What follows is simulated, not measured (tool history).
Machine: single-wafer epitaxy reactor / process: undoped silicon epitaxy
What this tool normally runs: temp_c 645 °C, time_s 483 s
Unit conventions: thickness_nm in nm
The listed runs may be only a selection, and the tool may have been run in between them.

| run | hour | temp_c | time_s | wafers since the last listed run | hours since the last pyrometer calibration | hours since the gauge calibration | read-back reference wafer on the same gauge, thickness_nm | thickness_nm |
|---|---|---|---|---|---|---|---|---|
| 1 | 0 | 645 | 483 | 0 | 132 | 851.2 | 58.663 | 68.436 |
| 2 | 228.9 | 645 | 483 | 952 | 360.9 | 1080.1 | 58.712 | 67.489 |
| 3 | 378 | 645 | 483 | 620 | 510 | 1229.2 | 58.72 | 66.606 |
| 4 | 434.8 | 645 | 483 | 236 | 566.8 | 1286 | 58.762 | 66.868 |
| 5 | 515.1 | 645 | 483 | 334 | 647.1 | 1366.3 | 58.723 | 66.873 |
| 6 | 563.1 | 649 | 436 | 199 | 695.1 | 1414.3 | 58.695 | 64.973 |
| 7 | 641.6 | 649 | 436 | 326 | 773.6 | 1492.8 | 58.68 | 64.767 |
| 8 | 728.4 | 645 | 483 | 361 | 860.4 | 1579.6 | 58.657 | 66.09 |
| 9 | 792.6 | 645 | 483 | 267 | 924.6 | 1643.8 | 58.657 | 66.203 |
|  | 863 | pyrometer calibrated |
| 10 | 876.3 | 645 | 483 | 314 | 13.3 | 1727.5 | 58.746 | 70.073 |
| 11 | 965 | 645 | 541 | 368 | 102 | 1816.2 | 58.735 | 77.04 |
| 12 | 1005 | 645 | 483 | 166 | 142 | 1856.2 | 58.729 | 69.036 |
| 13 | 1296.7 | 645 | 483 | 1213 | 433.7 | 2147.9 | 58.747 | 68.129 |
| 14 | 1383.3 | 645 | 483 | 360 | 520.3 | 2234.5 | 58.699 | 67.631 |
| 15 | 1424.5 | 645 | 483 | 171 | 561.5 | 2275.7 | 58.713 | 67.029 |
| 16 | 1518.7 | 645 | 483 | 391 | 655.7 | 2369.9 | 58.709 | 67.104 |
| 17 | 1563.4 | 645 | 483 | 185 | 700.4 | 2414.6 | 58.769 | 67.167 |
| 18 | 1637.5 | 645 | 483 | 308 | 774.5 | 2488.7 | 58.629 | 67.19 |
| 19 | 1698.2 | 645 | 483 | 252 | 835.2 | 2549.4 | 58.632 | 67.144 |
| 20 | 1741.7 | 656 | 448 | 180 | 878.7 | 2592.9 | 58.735 | 77.288 |
| 21 | 1822.1 | 635 | 388 | 334 | 959.1 | 2673.3 | 58.695 | 44.281 |
| 22 | 1895.6 | 645 | 483 | 305 | 1032.6 | 2746.8 | 58.765 | 67.278 |
| 23 | 1962.9 | 653 | 548 | 279 | 1099.9 | 2814.1 | 58.729 | 89.067 |
| 24 | 2015.9 | 651 | 483 | 220 | 1152.9 | 2867.1 | 58.762 | 75.362 |
|  | 2085.6 | pyrometer calibrated |
|  | 2177.2 | gauge calibrated |
| 25 | 2279.7 | 645 | 446 | 1064 | 194.1 | 102.5 | 58.686 | 63.08 |
| 26 | 2320 | 654 | 421 | 167 | 234.4 | 142.8 | 58.733 | 70.885 |
| 27 | 2375.2 | 649 | 436 | 229 | 289.6 | 198 | 58.708 | 66.29 |
| 28 | 2415.2 | 649 | 391 | 166 | 329.6 | 238 | 58.664 | 59.114 |
| 29 | 2464.7 | 645 | 543 | 205 | 379.1 | 287.5 | 58.719 | 76.196 |
| 30 | 2601.6 | 632 | 520 | 569 | 516 | 424.4 | 58.678 | 56.268 |
| 31 | 2641.8 | 650 | 432 | 167 | 556.2 | 464.6 | 58.801 | 66.541 |
| 32 | 2720.9 | 658 | 387 | 329 | 635.3 | 543.7 | 58.715 | 69.301 |
| 33 | 2791.2 | 645 | 419 | 292 | 705.6 | 614 | 58.668 | 58.377 |
| 34 | 2880.1 | 659 | 543 | 369 | 794.5 | 702.9 | 58.619 | 98.553 |
| 35 | 2932.3 | 650 | 425 | 217 | 846.7 | 755.1 | 58.68 | 65.101 |
| 36 | 3023.2 | 649 | 436 | 378 | 937.6 | 846 | 58.704 | 65.292 |
| 37 | 3068.1 | 650 | 429 | 186 | 982.5 | 890.9 | 58.715 | 65.189 |
| 38 | 3105.2 | 640 | 483 | 154 | 1019.6 | 928 | 58.685 | 60.439 |
| 39 | 3144.3 | 645 | 483 | 162 | 1058.7 | 967.1 | 58.759 | 66.774 |

Table of differences, measured result less the result of that run with no hidden state. Run-to-run variation is the same in both. Gauge scatter possibly is not:
The tool's hidden condition here consists of: wafer temperature above the value expected at the setpoint (K); gauge reads high (%).
| run | thickness_nm |
|---|---|
| 1 | -1.385 |
| 2 | -2.439 |
| 3 | -2.823 |
| 4 | -2.954 |
| 5 | -3.096 |
| 6 | -3.053 |
| 7 | -3.138 |
| 8 | -3.314 |
| 9 | -3.372 |
| 10 | +0.26 |
| 11 | -0.471 |
| 12 | -0.681 |
| 13 | -1.907 |
| 14 | -2.109 |
| 15 | -2.176 |
| 16 | -2.342 |
| 17 | -2.409 |
| 18 | -2.501 |
| 19 | -2.563 |
| 20 | -2.931 |
| 21 | -1.791 |
| 22 | -2.713 |
| 23 | -3.581 |
| 24 | -3.067 |
| 25 | -1.038 |
| 26 | -1.354 |
| 27 | -1.515 |
| 28 | -1.486 |
| 29 | -2.123 |
| 30 | -1.925 |
| 31 | -2.281 |
| 32 | -2.483 |
| 33 | -2.236 |
| 34 | -3.825 |
| 35 | -2.62 |
| 36 | -2.705 |
| 37 | -2.725 |
| 38 | -2.597 |
| 39 | -2.862 |
